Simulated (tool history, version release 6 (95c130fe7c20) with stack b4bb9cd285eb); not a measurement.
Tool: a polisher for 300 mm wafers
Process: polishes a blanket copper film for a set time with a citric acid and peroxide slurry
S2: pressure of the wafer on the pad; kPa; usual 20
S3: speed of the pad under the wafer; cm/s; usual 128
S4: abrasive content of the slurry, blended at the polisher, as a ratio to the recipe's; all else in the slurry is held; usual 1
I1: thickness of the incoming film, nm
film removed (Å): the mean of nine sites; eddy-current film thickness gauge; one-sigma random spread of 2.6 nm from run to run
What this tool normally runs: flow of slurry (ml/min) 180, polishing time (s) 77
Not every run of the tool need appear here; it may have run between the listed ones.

Run 1, hour 0: usual settings; I1 896.6. Result: film removed (Å) 1482.
Run 2, hour 44.3: usual settings; I1 891.5. Result: film removed (Å) 1432.
At hour 95.8: slurry blender recalibrated.
Run 3, hour 96.7: usual settings; I1 900.2. Result: film removed (Å) 1674.
Run 4, hour 177.3: usual settings; I1 897.3. Result: film removed (Å) 1648.
At hour 182.5: head pressure recalibrated.
Run 5, hour 260.3: usual settings; I1 890.8. Result: film removed (Å) 1630.
Run 6, hour 308.6: usual settings; I1 907.9. Result: film removed (Å) 1612.
Run 7, hour 358.5: usual settings but S2 15.9 kPa, S4 1.1; I1 896.5. Result: film removed (Å) 1306.
At hour 439.3: worn pad replaced by a new one.
Run 8, hour 450.3: usual settings but S2 15.9 kPa, S4 1.1; I1 890. Result: film removed (Å) 1211.
At hour 552.6: slurry nozzle cleaned.
Run 9, hour 682.1: usual settings; I1 894.4. Result: film removed (Å) 1448.
Run 10, hour 754.5: usual settings; I1 905.1. Result: film removed (Å) 1400.
At hour 786.8: slurry blender recalibrated.
Run 11, hour 831.5: usual settings; I1 904.4. Result: film removed (Å) 1711.
Run 12, hour 906.7: usual settings; I1 901.8. Result: film removed (Å) 1651.
Run 13, hour 964.6: usual settings; I1 900.9. Result: film removed (Å) 1654.
At hour 997.4: head pressure recalibrated.
At hour 1015.2: worn pad replaced by a new one.
Run 14, hour 1028.1: usual settings; I1 895.5. Result: film removed (Å) 1580.
Run 15, hour 1122.9: usual settings but flow of slurry (ml/min) 125, S2 22.8 kPa, S4 1.1; I1 904.7. Result: film removed (Å) 1576.
Run 16, hour 1184.5: usual settings; I1 907.4. Result: film removed (Å) 1481.
Run 17, hour 1291.8: usual settings but flow of slurry (ml/min) 160, S2 17.9 kPa, S3 106 cm/s, S4 0.9; I1 911.4. Result: film removed (Å) 925.
At hour 1342: slurry nozzle cleaned.
At hour 1367.9: slurry blender recalibrated.
Run 18, hour 1374: usual settings but S3 146 cm/s; I1 902.8. Result: film removed (Å) 1956.
Run 19, hour 1461.3: usual settings but flow of slurry (ml/min) 220, S2 13.8 kPa, S3 102 cm/s; I1 896.5. Result: film removed (Å) 1009.
Run 20, hour 1544: usual settings but S3 162 cm/s; I1 884.9. Result: film removed (Å) 2037.
Run 21, hour 1625.2: usual settings; I1 912.4. Result: film removed (Å) 1667.
At hour 1636.3: worn pad replaced by a new one.
Run 22, hour 1720.2: usual settings; I1 892.7. Result: film removed (Å) 1602.
Run 23, hour 1758.1: usual settings but S3 112 cm/s, S4 1.1, polishing time (s) 68; I1 905. Result: film removed (Å) 1237.
Run 24, hour 1831.3: usual settings; I1 898.5. Result: film removed (Å) 1471.
Run 25, hour 1916.4: usual settings but S3 86 cm/s, S4 1.2; I1 898.6. Result: film removed (Å) 1014.
At hour 1926.3: head pressure recalibrated.
At hour 1968: slurry nozzle cleaned.
Run 26, hour 1981.3: usual settings but flow of slurry (ml/min) 235, S2 24.1 kPa, S3 100 cm/s; I1 904.4. Result: film removed (Å) 1438.
Run 27, hour 2018.9: usual settings but S2 15.9 kPa, S3 94 cm/s, S4 1.1; I1 907.3. Result: film removed (Å) 900.
At hour 2073.6: slurry blender recalibrated.
Run 28, hour 2317.5: usual settings but flow of slurry (ml/min) 225; I1 905.4. Result: film removed (Å) 1624.
Run 29, hour 2359.7: usual settings but S3 106 cm/s, S4 1.25, polishing time (s) 66; I1 901.2. Result: film removed (Å) 1204.
At hour 2378.2: worn pad replaced by a new one.
Run 30, hour 2434.6: usual settings but S2 17.2 kPa; I1 901.6. Result: film removed (Å) 1315.
Run 31, hour 2540.8: usual settings but S2 15.9 kPa, S3 152 cm/s; I1 914.6. Result: film removed (Å) 1373.

Hidden state or all else? Some run-to-run changes of film removed (Å), split into what the settings, what came in and random variation would give without the hidden state, and what is left for the hidden state (with any gauge scatter that isn't in both results):
Hidden state present: removal rate lost through wear of the pad, %; slurry flow missing at the pad, %; deviation of the head's pressure from its setpoint, %; abrasive missing from the slurry, %.
Run 2 -> 3: slurry blender recalibrated. film removed (Å) +242: hidden state +292, all else -50.
Run 10 -> 11: slurry blender recalibrated. film removed (Å) +311: hidden state +295, all else +16.
Run 17 -> 18: flow of slurry (ml/min) 160 -> 180, S2 17.9 -> 20, S3 106 -> 146, S4 0.9 -> 1, slurry nozzle cleaned, slurry blender recalibrated. film removed (Å) +1031: hidden state +267, all else +764.
Run 18 -> 19: flow of slurry (ml/min) 180 -> 220, S2 20 -> 13.8, S3 146 -> 102. film removed (Å) -947: hidden state -10, all else -937.
Run 19 -> 20: flow of slurry (ml/min) 220 -> 180, S2 13.8 -> 20, S3 102 -> 162. film removed (Å) +1028: hidden state -75, all else +1103.

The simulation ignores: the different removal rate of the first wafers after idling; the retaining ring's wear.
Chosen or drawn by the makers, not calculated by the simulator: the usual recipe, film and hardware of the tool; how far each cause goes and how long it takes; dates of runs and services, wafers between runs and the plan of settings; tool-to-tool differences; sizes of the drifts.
